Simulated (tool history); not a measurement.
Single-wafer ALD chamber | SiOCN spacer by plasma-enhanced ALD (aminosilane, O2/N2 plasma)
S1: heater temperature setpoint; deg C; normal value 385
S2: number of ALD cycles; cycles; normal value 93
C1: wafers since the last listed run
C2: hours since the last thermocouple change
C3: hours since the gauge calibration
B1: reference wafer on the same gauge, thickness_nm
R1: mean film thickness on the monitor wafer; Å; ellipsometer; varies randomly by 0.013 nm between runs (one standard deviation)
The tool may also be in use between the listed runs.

| run | day | S1 | S2 | C1 | C2 | C3 | B1 | R1 |
|---|---|---|---|---|---|---|---|---|
| 1 | 0 | 385 | 93 | 0 | 1674.9 | 107 | 5.768 | 53.11 |
| 2 | 0.292 | 385 | 93 | 28 | 1681.9 | 114 | 5.767 | 53.2 |
| 3 | 0.833 | 385 | 93 | 53 | 1694.9 | 127 | 5.768 | 53.2 |
| 4 | 1.329 | 385 | 93 | 48 | 1706.8 | 138.9 | 5.772 | 53.32 |
| 5 | 1.625 | 385 | 93 | 29 | 1713.9 | 146 | 5.77 | 53.02 |
| 6 | 2.362 | 385 | 93 | 72 | 1731.6 | 163.7 | 5.782 | 53 |
| 7 | 4.154 | 380 | 93 | 175 | 1774.6 | 206.7 | 5.784 | 52.98 |
| 8 | 4.483 | 380 | 93 | 32 | 1782.5 | 214.6 | 5.783 | 53.24 |
| 9 | 5.012 | 380 | 93 | 51 | 1795.2 | 227.3 | 5.788 | 53.37 |
| 10 | 5.542 | 385 | 107 | 51 | 1807.9 | 240 | 5.794 | 61.41 |
| 11 | 5.929 | 385 | 107 | 38 | 1817.2 | 249.3 | 5.792 | 61.48 |
| 12 | 6.55 | 385 | 107 | 60 | 1832.1 | 264.2 | 5.796 | 61.16 |
| 13 | 6.854 | 385 | 89 | 29 | 1839.4 | 271.5 | 5.799 | 50.99 |
| 14 | 7.471 | 385 | 89 | 60 | 1854.2 | 286.3 | 5.802 | 51.08 |
| 15 | 7.738 | 385 | 89 | 26 | 1860.6 | 292.7 | 5.804 | 51.12 |
| 16 | 8.196 | 378 | 88 | 45 | 1871.6 | 303.7 | 5.81 | 50.58 |
| 17 | 8.554 | 378 | 88 | 35 | 1880.2 | 312.3 | 5.808 | 50.38 |
| 18 | 8.9 | 378 | 88 | 33 | 1888.5 | 320.6 | 5.812 | 50.79 |
| 19 | 9.458 | 390 | 88 | 54 | 1901.9 | 334 | 5.812 | 50.66 |
| 20 | 10.025 | 385 | 93 | 55 | 1915.5 | 347.6 | 5.822 | 53.28 |
|  | 10.717 | thermocouple changed; heater temperature recalibrated |
| 21 | 10.738 | 385 | 93 | 37 | 0.5 | 364.7 | 5.831 | 53.51 |
| 22 | 10.85 | 374 | 78 | 11 | 3.2 | 367.4 | 5.83 | 44.91 |
| 23 | 11.517 | 389 | 107 | 65 | 19.2 | 383.4 | 5.838 | 62.12 |
| 24 | 11.996 | 375 | 87 | 47 | 30.7 | 394.9 | 5.838 | 50.35 |
| 25 | 12.325 | 385 | 93 | 32 | 38.6 | 402.8 | 5.843 | 53.51 |
| 26 | 13.367 | 393 | 105 | 102 | 63.6 | 427.8 | 5.849 | 60.9 |
| 27 | 13.858 | 378 | 84 | 48 | 75.4 | 439.6 | 5.856 | 48.49 |
| 28 | 14.238 | 385 | 110 | 37 | 84.5 | 448.7 | 5.86 | 63.87 |
| 29 | 14.892 | 385 | 93 | 64 | 100.2 | 464.4 | 5.868 | 54.27 |
| 30 | 15.283 | 379 | 93 | 38 | 109.6 | 473.8 | 5.873 | 54.05 |
| 31 | 15.979 | 390 | 104 | 68 | 126.3 | 490.5 | 5.882 | 60.42 |
| 32 | 16.517 | 385 | 93 | 52 | 139.2 | 503.4 | 5.889 | 53.97 |
| 33 | 17.096 | 385 | 93 | 56 | 153.1 | 517.3 | 5.897 | 54.15 |
|  | 17.412 | gauge calibrated |
| 34 | 17.838 | 385 | 93 | 72 | 170.9 | 10.2 | 5.771 | 53.33 |
| 35 | 18.475 | 391 | 99 | 62 | 186.2 | 25.5 | 5.772 | 56.58 |
| 36 | 19.038 | 385 | 93 | 55 | 199.7 | 39 | 5.768 | 52.75 |
| 37 | 19.558 | 392 | 75 | 51 | 212.2 | 51.5 | 5.777 | 42.75 |
| 38 | 19.942 | 391 | 75 | 37 | 221.4 | 60.7 | 5.772 | 42.75 |
| 39 | 20.212 | 389 | 80 | 26 | 227.9 | 67.2 | 5.772 | 45.92 |
| 40 | 20.821 | 374 | 110 | 59 | 242.5 | 81.8 | 5.769 | 62.9 |
| 41 | 21.246 | 375 | 101 | 41 | 252.7 | 92 | 5.779 | 57.66 |
| 42 | 21.729 | 377 | 93 | 47 | 264.3 | 103.6 | 5.776 | 53.01 |
| 43 | 22.104 | 395 | 100 | 36 | 273.3 | 112.6 | 5.775 | 57.21 |

4 ways to go on from here, each from the tool as it stands after run 43. What would each give?
| A | 22.129 | 385 | 93 | 2 | 273.9 | 113.2 | ? | ? |
| B | 22.129 | 385 | 84 | 2 | 273.9 | 113.2 | ? | ? |
| C | 22.129 | 398 | 77 | 2 | 273.9 | 113.2 | ? | ? |
| D | 22.129 | 381 | 76 | 2 | 273.9 | 113.2 | ? | ? |

| run | B1 | R1 |
|---|---|---|
| A | 5.775 | 53.06 |
| B | 5.775 | 47.92 |
| C | 5.775 | 43.93 |
| D | 5.775 | 43.36 |
Stripped of hidden state, with their random variation kept, the same runs would have yielded:
| run | R1 |
|---|---|
| A | 52.9 |
| B | 47.78 |
| C | 43.8 |
| D | 43.23 |

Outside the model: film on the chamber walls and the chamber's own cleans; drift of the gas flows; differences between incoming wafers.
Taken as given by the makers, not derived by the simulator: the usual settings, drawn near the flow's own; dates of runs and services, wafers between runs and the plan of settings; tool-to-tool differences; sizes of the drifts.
